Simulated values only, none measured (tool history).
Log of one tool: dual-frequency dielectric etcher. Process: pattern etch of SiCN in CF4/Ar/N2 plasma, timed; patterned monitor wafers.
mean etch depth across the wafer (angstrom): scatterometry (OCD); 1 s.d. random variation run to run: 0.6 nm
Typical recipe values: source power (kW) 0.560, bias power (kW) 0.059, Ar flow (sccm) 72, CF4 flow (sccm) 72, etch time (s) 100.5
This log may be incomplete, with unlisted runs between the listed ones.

run   hour  source power (kW)  bias power (kW)  Ar flow (sccm)  CF4 flow (sccm)  etch time (s)  read-back reference wafer on the same gauge, depth_nm  mean etch depth across the wafer (angstrom)
  1    0.0              0.450            0.059              72               72          100.5                                                  111.1                                          793
  2    9.2              0.450            0.059              72               72          100.5                                                  110.8                                          797
  3   26.6              0.450            0.059              72               72          100.5                                                  111.0                                          799
  4   36.6              0.560            0.059              72               72          100.5                                                  111.3                                         1002
      54.3  -- source power generator calibrated
  5   54.8              0.560            0.059              72               72          100.5                                                  111.3                                         1003
  6   59.8              0.560            0.059              72               72          100.5                                                  111.1                                         1005
      85.3  -- wet clean of the chamber
      88.0  -- upper electrode replaced
  7   88.5              0.560            0.059              72               72          100.5                                                  111.2                                         1057
  8   88.8              0.560            0.059              72               72          100.5                                                  111.1                                         1059
  9   94.0              0.560            0.059              72               72          100.5                                                  111.0                                         1043
     103.1  -- bias power generator calibrated
     104.7  -- CF4 flow controller replaced
 10  108.5              0.670            0.059              83               88          100.5                                                  111.0                                         1266
     109.2  -- gauge calibrated
 11  121.6              0.560            0.059              72               72          100.5                                                  111.0                                         1053
 12  137.8              0.560            0.059              72               72          100.5                                                  111.2                                         1059
 13  145.8              0.520            0.053              72               72          100.5                                                  110.9                                          933
 14  159.7              0.490            0.045              61               72          109.5                                                  110.9                                          929
     170.7  -- Ar flow controller replaced
 15  171.2              0.560            0.059              72               67          129.0                                                  111.2                                         1332
 16  177.4              0.560            0.074              64               83          122.0                                                  111.0                                         1426
 17  189.5              0.560            0.059              72               72          100.5                                                  111.0                                         1031
 18  197.7              0.560            0.059              72               72          100.5                                                  110.9                                         1044
 19  213.0              0.460            0.059              72               64          100.5                                                  111.1                                          828
 20  236.1              0.500            0.059              81               72          100.5                                                  111.1                                          895

5 options for the next run, each taken on its own from the tool as it stands now. Forecast them:
  A  236.5              0.560            0.059              72               72          100.5                                                      ?                                            ?
  B  236.5              0.630            0.072              82               72          125.5                                                      ?                                            ?
  C  236.5              0.470            0.065              86               59          100.5                                                      ?                                            ?
  D  236.5              0.440            0.050              62               72           71.5                                                      ?                                            ?
  E  236.5              0.560            0.072              72               72          121.0                                                      ?                                            ?

run  read-back reference wafer on the same gauge, depth_nm  mean etch depth across the wafer (angstrom)
  A                                                  111.0                                         1037
  B                                                  111.0                                         1535
  C                                                  111.0                                          830
  D                                                  111.0                                          550
  E                                                  111.0                                         1341
With the hidden condition removed and each run's random variation left untouched, the same runs would have given:
run  mean etch depth across the wafer (angstrom)
  A                                         1061
  B                                         1570
  C                                          849
  D                                          563
  E                                         1371
